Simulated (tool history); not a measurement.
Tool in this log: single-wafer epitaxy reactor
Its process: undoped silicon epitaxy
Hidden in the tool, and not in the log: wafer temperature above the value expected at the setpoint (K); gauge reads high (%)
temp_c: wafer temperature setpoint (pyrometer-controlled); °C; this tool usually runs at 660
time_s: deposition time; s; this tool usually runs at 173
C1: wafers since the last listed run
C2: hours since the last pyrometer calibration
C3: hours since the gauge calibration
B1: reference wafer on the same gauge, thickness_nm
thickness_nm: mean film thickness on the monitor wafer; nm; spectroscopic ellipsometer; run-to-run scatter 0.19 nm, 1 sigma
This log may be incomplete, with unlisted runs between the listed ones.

{"run": 1, "hour": 0.0, "temp_c": 660, "time_s": 173, "C1": 0, "C2": 2758.5, "C3": 254.6, "B1": 40.857, "thickness_nm": 33.388}
{"run": 2, "hour": 25.1, "temp_c": 660, "time_s": 173, "C1": 153, "C2": 2783.6, "C3": 279.7, "B1": 40.97, "thickness_nm": 32.812}
{"run": 3, "hour": 38.7, "temp_c": 660, "time_s": 173, "C1": 83, "C2": 2797.2, "C3": 293.3, "B1": 40.846, "thickness_nm": 33.113}
{"run": 4, "hour": 57.9, "temp_c": 660, "time_s": 173, "C1": 117, "C2": 2816.4, "C3": 312.5, "B1": 40.94, "thickness_nm": 32.909}
{"run": 5, "hour": 85.9, "temp_c": 665, "time_s": 196, "C1": 171, "C2": 2844.4, "C3": 340.5, "B1": 40.858, "thickness_nm": 41.276}
{"run": 6, "hour": 102.0, "temp_c": 665, "time_s": 196, "C1": 98, "C2": 2860.5, "C3": 356.6, "B1": 40.858, "thickness_nm": 41.369}
{"hour": 104.0, "done": "gauge calibrated"}
{"run": 7, "hour": 129.5, "temp_c": 665, "time_s": 196, "C1": 168, "C2": 2888.0, "C3": 25.5, "B1": 40.831, "thickness_nm": 40.887}
{"run": 8, "hour": 164.9, "temp_c": 660, "time_s": 173, "C1": 216, "C2": 2923.4, "C3": 60.9, "B1": 40.98, "thickness_nm": 32.698}
{"run": 9, "hour": 178.1, "temp_c": 660, "time_s": 173, "C1": 80, "C2": 2936.6, "C3": 74.1, "B1": 40.908, "thickness_nm": 32.587}
{"run": 10, "hour": 200.8, "temp_c": 660, "time_s": 173, "C1": 139, "C2": 2959.3, "C3": 96.8, "B1": 40.798, "thickness_nm": 32.707}
{"run": 11, "hour": 216.7, "temp_c": 660, "time_s": 173, "C1": 97, "C2": 2975.2, "C3": 112.7, "B1": 40.897, "thickness_nm": 32.488}
{"run": 12, "hour": 248.2, "temp_c": 660, "time_s": 149, "C1": 192, "C2": 3006.7, "C3": 144.2, "B1": 40.984, "thickness_nm": 28.197}
{"run": 13, "hour": 269.1, "temp_c": 660, "time_s": 149, "C1": 127, "C2": 3027.6, "C3": 165.1, "B1": 40.932, "thickness_nm": 28.121}
{"run": 14, "hour": 286.2, "temp_c": 664, "time_s": 199, "C1": 104, "C2": 3044.7, "C3": 182.2, "B1": 40.896, "thickness_nm": 40.091}
{"run": 15, "hour": 318.0, "temp_c": 660, "time_s": 173, "C1": 194, "C2": 3076.5, "C3": 214.0, "B1": 40.938, "thickness_nm": 32.425}
{"run": 16, "hour": 342.4, "temp_c": 648, "time_s": 158, "C1": 149, "C2": 3100.9, "C3": 238.4, "B1": 40.982, "thickness_nm": 23.263}
{"hour": 363.4, "done": "pyrometer calibrated"}
{"run": 17, "hour": 378.0, "temp_c": 666, "time_s": 196, "C1": 169, "C2": 14.6, "C3": 274.0, "B1": 40.905, "thickness_nm": 47.811}
{"run": 18, "hour": 392.5, "temp_c": 669, "time_s": 156, "C1": 88, "C2": 29.1, "C3": 288.5, "B1": 40.972, "thickness_nm": 40.2}
{"run": 19, "hour": 417.7, "temp_c": 655, "time_s": 143, "C1": 154, "C2": 54.3, "C3": 313.7, "B1": 40.911, "thickness_nm": 28.424}
{"hour": 425.3, "done": "gauge calibrated"}
{"run": 20, "hour": 442.2, "temp_c": 666, "time_s": 141, "C1": 150, "C2": 78.8, "C3": 16.9, "B1": 40.905, "thickness_nm": 34.642}
{"run": 21, "hour": 471.4, "temp_c": 653, "time_s": 173, "C1": 178, "C2": 108.0, "C3": 46.1, "B1": 40.877, "thickness_nm": 33.071}
{"run": 22, "hour": 502.3, "temp_c": 652, "time_s": 190, "C1": 189, "C2": 138.9, "C3": 77.0, "B1": 40.896, "thickness_nm": 35.626}
{"run": 23, "hour": 531.8, "temp_c": 660, "time_s": 145, "C1": 180, "C2": 168.4, "C3": 106.5, "B1": 40.958, "thickness_nm": 31.843}
{"run": 24, "hour": 584.9, "temp_c": 660, "time_s": 140, "C1": 325, "C2": 221.5, "C3": 159.6, "B1": 40.907, "thickness_nm": 30.918}
{"run": 25, "hour": 613.0, "temp_c": 660, "time_s": 173, "C1": 172, "C2": 249.6, "C3": 187.7, "B1": 40.868, "thickness_nm": 37.881}
{"run": 26, "hour": 642.3, "temp_c": 660, "time_s": 173, "C1": 179, "C2": 278.9, "C3": 217.0, "B1": 40.788, "thickness_nm": 38.14}

Measured result minus the same run's result without the hidden state. Both carry the same run-to-run variation, though not necessarily the same gauge scatter:
run=1 thickness_nm=-4.573
run=2 thickness_nm=-4.571
run=3 thickness_nm=-4.656
run=4 thickness_nm=-4.688
run=5 thickness_nm=-5.930
run=6 thickness_nm=-6.008
run=7 thickness_nm=-6.047
run=8 thickness_nm=-5.001
run=9 thickness_nm=-5.027
run=10 thickness_nm=-5.122
run=11 thickness_nm=-5.140
run=12 thickness_nm=-4.553
run=13 thickness_nm=-4.602
run=14 thickness_nm=-6.579
run=15 thickness_nm=-5.475
run=16 thickness_nm=-4.089
run=17 thickness_nm=+0.134
run=18 thickness_nm=+0.111
run=19 thickness_nm=+0.080
run=20 thickness_nm=+0.094
run=21 thickness_nm=+0.090
run=22 thickness_nm=+0.092
run=23 thickness_nm=+0.077
run=24 thickness_nm=+0.065
run=25 thickness_nm=+0.073
run=26 thickness_nm=+0.064
